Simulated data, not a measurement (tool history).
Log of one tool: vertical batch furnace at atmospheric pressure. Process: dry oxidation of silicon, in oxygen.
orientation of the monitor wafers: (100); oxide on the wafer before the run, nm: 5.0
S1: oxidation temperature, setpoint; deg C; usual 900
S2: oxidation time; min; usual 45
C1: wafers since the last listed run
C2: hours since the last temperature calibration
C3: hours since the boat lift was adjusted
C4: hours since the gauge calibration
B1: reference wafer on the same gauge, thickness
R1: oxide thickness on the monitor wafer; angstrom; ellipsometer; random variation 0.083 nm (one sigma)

{"run": 1, "hour": 0.0, "S1": 900, "S2": 45, "C1": 0, "C2": 1456.3, "C3": 169, "C4": 1206.1, "B1": 19.6, "R1": 179.9}
{"run": 2, "hour": 106.7, "S1": 900, "S2": 45, "C1": 2605, "C2": 1563, "C3": 275.7, "C4": 1312.8, "B1": 19.61, "R1": 180.3}
{"run": 3, "hour": 208.2, "S1": 911, "S2": 45, "C1": 2478, "C2": 1664.5, "C3": 377.2, "C4": 1414.3, "B1": 19.58, "R1": 199.2}
{"run": 4, "hour": 307.3, "S1": 911, "S2": 45, "C1": 2419, "C2": 1763.6, "C3": 476.3, "C4": 1513.4, "B1": 19.61, "R1": 198.5}
{"run": 5, "hour": 403.6, "S1": 911, "S2": 45, "C1": 2351, "C2": 1859.9, "C3": 572.6, "C4": 1609.7, "B1": 19.59, "R1": 201.3}
{"run": 6, "hour": 460.2, "S1": 907, "S2": 33, "C1": 1381, "C2": 1916.5, "C3": 629.2, "C4": 1666.3, "B1": 19.6, "R1": 161.3}
{"run": 7, "hour": 507.8, "S1": 907, "S2": 33, "C1": 1162, "C2": 1964.1, "C3": 676.8, "C4": 1713.9, "B1": 19.62, "R1": 163.6}
{"run": 8, "hour": 583.1, "S1": 900, "S2": 45, "C1": 1838, "C2": 2039.4, "C3": 752.1, "C4": 1789.2, "B1": 19.61, "R1": 182.1}
{"run": 9, "hour": 684.2, "S1": 900, "S2": 45, "C1": 2468, "C2": 2140.5, "C3": 853.2, "C4": 1890.3, "B1": 19.57, "R1": 182.6}
{"run": 10, "hour": 778.4, "S1": 900, "S2": 45, "C1": 2299, "C2": 2234.7, "C3": 947.4, "C4": 1984.5, "B1": 19.61, "R1": 181}
{"run": 11, "hour": 872.1, "S1": 900, "S2": 45, "C1": 2287, "C2": 2328.4, "C3": 1041.1, "C4": 2078.2, "B1": 19.61, "R1": 183.2}
{"run": 12, "hour": 941.8, "S1": 900, "S2": 45, "C1": 1701, "C2": 2398.1, "C3": 1110.8, "C4": 2147.9, "B1": 19.62, "R1": 184}
{"run": 13, "hour": 997.5, "S1": 900, "S2": 45, "C1": 1359, "C2": 2453.8, "C3": 1166.5, "C4": 2203.6, "B1": 19.59, "R1": 182.4}
{"run": 14, "hour": 1091.2, "S1": 900, "S2": 45, "C1": 2287, "C2": 2547.5, "C3": 1260.2, "C4": 2297.3, "B1": 19.62, "R1": 180.6}
{"run": 15, "hour": 1134.8, "S1": 900, "S2": 45, "C1": 1064, "C2": 2591.1, "C3": 1303.8, "C4": 2340.9, "B1": 19.57, "R1": 182.2}
{"run": 16, "hour": 1221.1, "S1": 907, "S2": 45, "C1": 2107, "C2": 2677.4, "C3": 1390.1, "C4": 2427.2, "B1": 19.61, "R1": 195}
{"run": 17, "hour": 1284.4, "S1": 907, "S2": 45, "C1": 1545, "C2": 2740.7, "C3": 1453.4, "C4": 2490.5, "B1": 19.61, "R1": 192.6}
{"run": 18, "hour": 1363.5, "S1": 907, "S2": 45, "C1": 1931, "C2": 2819.8, "C3": 1532.5, "C4": 2569.6, "B1": 19.6, "R1": 192.8}
{"run": 19, "hour": 1440.4, "S1": 920, "S2": 61, "C1": 1877, "C2": 2896.7, "C3": 1609.4, "C4": 2646.5, "B1": 19.59, "R1": 261}
{"run": 20, "hour": 1534.9, "S1": 924, "S2": 31.5, "C1": 2307, "C2": 2991.2, "C3": 1703.9, "C4": 2741, "B1": 19.62, "R1": 182.6}
{"run": 21, "hour": 1609.2, "S1": 885, "S2": 29.5, "C1": 1814, "C2": 3065.5, "C3": 1778.2, "C4": 2815.3, "B1": 19.57, "R1": 128.5}
{"hour": 1670.8, "done": "thermocouples replaced and temperature profile calibrated"}
{"run": 22, "hour": 1671.3, "S1": 887, "S2": 63.5, "C1": 930, "C2": 0.5, "C3": 1840.3, "C4": 2877.4, "B1": 19.6, "R1": 190.1}
{"run": 23, "hour": 1723.4, "S1": 900, "S2": 45, "C1": 1272, "C2": 52.6, "C3": 1892.4, "C4": 2929.5, "B1": 19.6, "R1": 174.6}
{"hour": 1785.0, "done": "gauge calibrated"}
{"run": 24, "hour": 1799.9, "S1": 900, "S2": 45, "C1": 1867, "C2": 129.1, "C3": 1968.9, "C4": 14.9, "B1": 19.59, "R1": 174.6}
{"run": 25, "hour": 1880.3, "S1": 900, "S2": 45, "C1": 1963, "C2": 209.5, "C3": 2049.3, "C4": 95.3, "B1": 19.61, "R1": 174.8}
{"run": 26, "hour": 1982.4, "S1": 916, "S2": 63.5, "C1": 2492, "C2": 311.6, "C3": 2151.4, "C4": 197.4, "B1": 19.61, "R1": 243.8}
{"run": 27, "hour": 2047.6, "S1": 918, "S2": 31.5, "C1": 1591, "C2": 376.8, "C3": 2216.6, "C4": 262.6, "B1": 19.58, "R1": 167}
{"run": 28, "hour": 2095.6, "S1": 907, "S2": 33, "C1": 1171, "C2": 424.8, "C3": 2264.6, "C4": 310.6, "B1": 19.59, "R1": 156.1}
{"run": 29, "hour": 2166.9, "S1": 900, "S2": 45, "C1": 1740, "C2": 496.1, "C3": 2335.9, "C4": 381.9, "B1": 19.6, "R1": 174.9}
{"hour": 2306.9, "done": "boat lift adjusted"}
{"run": 30, "hour": 2431.8, "S1": 880, "S2": 26.5, "C1": 5881, "C2": 761, "C3": 124.9, "C4": 646.8, "B1": 19.61, "R1": 115}
{"run": 31, "hour": 2523.1, "S1": 887, "S2": 27.5, "C1": 2229, "C2": 852.3, "C3": 216.2, "C4": 738.1, "B1": 19.6, "R1": 124.5}
{"run": 32, "hour": 2599.6, "S1": 878, "S2": 61, "C1": 1867, "C2": 928.8, "C3": 292.7, "C4": 814.6, "B1": 19.57, "R1": 173.8}
{"run": 33, "hour": 2695.8, "S1": 886, "S2": 37.5, "C1": 2348, "C2": 1025, "C3": 388.9, "C4": 910.8, "B1": 19.6, "R1": 143.3}
{"run": 34, "hour": 2783.6, "S1": 900, "S2": 45, "C1": 2143, "C2": 1112.8, "C3": 476.7, "C4": 998.6, "B1": 19.6, "R1": 179.4}
{"run": 35, "hour": 2873.6, "S1": 918, "S2": 59, "C1": 2197, "C2": 1202.8, "C3": 566.7, "C4": 1088.6, "B1": 19.59, "R1": 244.9}
{"run": 36, "hour": 2910.5, "S1": 912, "S2": 34, "C1": 900, "C2": 1239.7, "C3": 603.6, "C4": 1125.5, "B1": 19.62, "R1": 169.7}
{"run": 37, "hour": 2993.5, "S1": 920, "S2": 45, "C1": 2026, "C2": 1322.7, "C3": 686.6, "C4": 1208.5, "B1": 19.6, "R1": 211.8}

Measured less the same run without the tool's hidden state. The same run-to-run variation is in both; the gauge's scatter may not be:
The hidden state here: true tube temperature minus thermocouple reading, K; monitor wafer colder than the profiled boat position, K; gauge reads high (%).
run=1 R1=+4.5
run=2 R1=+4.9
run=3 R1=+5.5
run=4 R1=+5.8
run=5 R1=+6.1
run=6 R1=+4.8
run=7 R1=+4.9
run=8 R1=+5.8
run=9 R1=+6
run=10 R1=+6.1
run=11 R1=+6.3
run=12 R1=+6.4
run=13 R1=+6.3
run=14 R1=+6.4
run=15 R1=+6.5
run=16 R1=+7
run=17 R1=+6.9
run=18 R1=+7
run=19 R1=+9.7
run=20 R1=+6.3
run=21 R1=+4.5
run=22 R1=-2.2
run=23 R1=-2
run=24 R1=-2
run=25 R1=-2
run=26 R1=-3
run=27 R1=-1.9
run=28 R1=-1.9
run=29 R1=-2.1
run=30 R1=+1.2
run=31 R1=+1.5
run=32 R1=+2.7
run=33 R1=+2.2
run=34 R1=+3.1
run=35 R1=+4.4
run=36 R1=+3
run=37 R1=+3.9

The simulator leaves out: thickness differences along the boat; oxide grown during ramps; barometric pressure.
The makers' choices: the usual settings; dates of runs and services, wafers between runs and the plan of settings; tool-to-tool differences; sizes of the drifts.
